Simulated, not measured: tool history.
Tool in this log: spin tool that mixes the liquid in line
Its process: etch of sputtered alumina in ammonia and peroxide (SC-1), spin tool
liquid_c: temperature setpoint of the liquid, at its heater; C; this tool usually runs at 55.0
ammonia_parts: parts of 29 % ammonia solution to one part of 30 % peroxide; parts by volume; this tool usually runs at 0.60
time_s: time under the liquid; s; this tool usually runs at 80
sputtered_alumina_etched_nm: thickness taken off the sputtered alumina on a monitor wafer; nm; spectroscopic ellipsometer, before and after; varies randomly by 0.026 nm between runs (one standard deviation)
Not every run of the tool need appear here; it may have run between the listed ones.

run    hour  liquid_c  ammonia_parts  time_s  read-back film thickness of the sputtered alumina reference wafer, read on the same gauge (nm)  sputtered_alumina_etched_nm
  1     0.0      55.0           0.60      40                                                                                           29.99                         3.12
       76.0  -- gauge calibrated
  2    91.9      55.0           0.60      40                                                                                           30.00                         3.12
      119.0  -- new drum of ammonia solution connected
  3   195.7      50.0           0.70      80                                                                                           30.00                         4.80
  4   291.3      55.0           0.60      80                                                                                           30.00                         6.23
      368.5  -- thermometer replaced
  5   393.7      55.0           0.60     105                                                                                           30.00                         8.14
  6   462.2      55.0           0.60     105                                                                                           29.99                         8.10
      534.0  -- new drum of ammonia solution connected
  7   549.3      55.0           0.60     105                                                                                           30.00                         8.11
      561.8  -- heated supply line repaired
  8   608.9      62.0           0.60      40                                                                                           30.00                         4.57
  9   649.3      55.0           0.60      80                                                                                           30.01                         6.32
 10   730.7      61.0           0.60      80                                                                                           30.01                         8.61
 11   831.9      61.0           0.60      80                                                                                           30.01                         8.68
 12   907.3      63.5           0.90      40                                                                                           30.00                         5.04
      975.6  -- new drum of ammonia solution connected
 13   987.0      55.0           0.80      80                                                                                           29.99                         6.43
 14  1080.8      51.0           0.85     110                                                                                           29.99                         7.21
 15  1147.1      60.5           0.85     125                                                                                           29.99                        13.37
 16  1200.9      46.5           0.30      65                                                                                           30.02                         2.99
 17  1290.2      55.0           0.60      80                                                                                           30.01                         6.25
 18  1384.4      55.0           0.60      80                                                                                           29.99                         6.23
     1395.1  -- thermometer replaced
     1407.8  -- ammonia flow meter replaced
     1408.0  -- gauge calibrated
     1434.2  -- new drum of ammonia solution connected
     1441.0  -- heated supply line repaired
 19  1603.4      55.0           0.85      45                                                                                           30.01                         3.69
 20  1673.3      55.0           0.60      80                                                                                           30.02                         6.31
 21  1746.5      50.0           0.70      80                                                                                           30.00                         4.90
 22  1783.6      51.5           0.50      60                                                                                           30.01                         3.83
 23  1841.7      58.0           0.35     105                                                                                           29.99                         9.21

4 ways to go on from here, each from the tool as it stands after run 23. What would each give?
  A  1842.1      55.0           0.60      65                                                                                               ?                            ?
  B  1842.1      51.5           0.35      80                                                                                               ?                            ?
  C  1842.1      51.5           0.60      80                                                                                               ?                            ?
  D  1842.1      55.0           0.40      60                                                                                               ?                            ?

run  read-back film thickness of the sputtered alumina reference wafer, read on the same gauge (nm)  sputtered_alumina_etched_nm
  A                                                                                           30.02                         5.15
  B                                                                                           30.02                         4.99
  C                                                                                           30.02                         5.25
  D                                                                                           30.02                         4.57
Without the tool's unlogged condition, the same runs would have read:
run  sputtered_alumina_etched_nm
  A                         5.21
  B                         5.05
  C                         5.31
  D                         4.63

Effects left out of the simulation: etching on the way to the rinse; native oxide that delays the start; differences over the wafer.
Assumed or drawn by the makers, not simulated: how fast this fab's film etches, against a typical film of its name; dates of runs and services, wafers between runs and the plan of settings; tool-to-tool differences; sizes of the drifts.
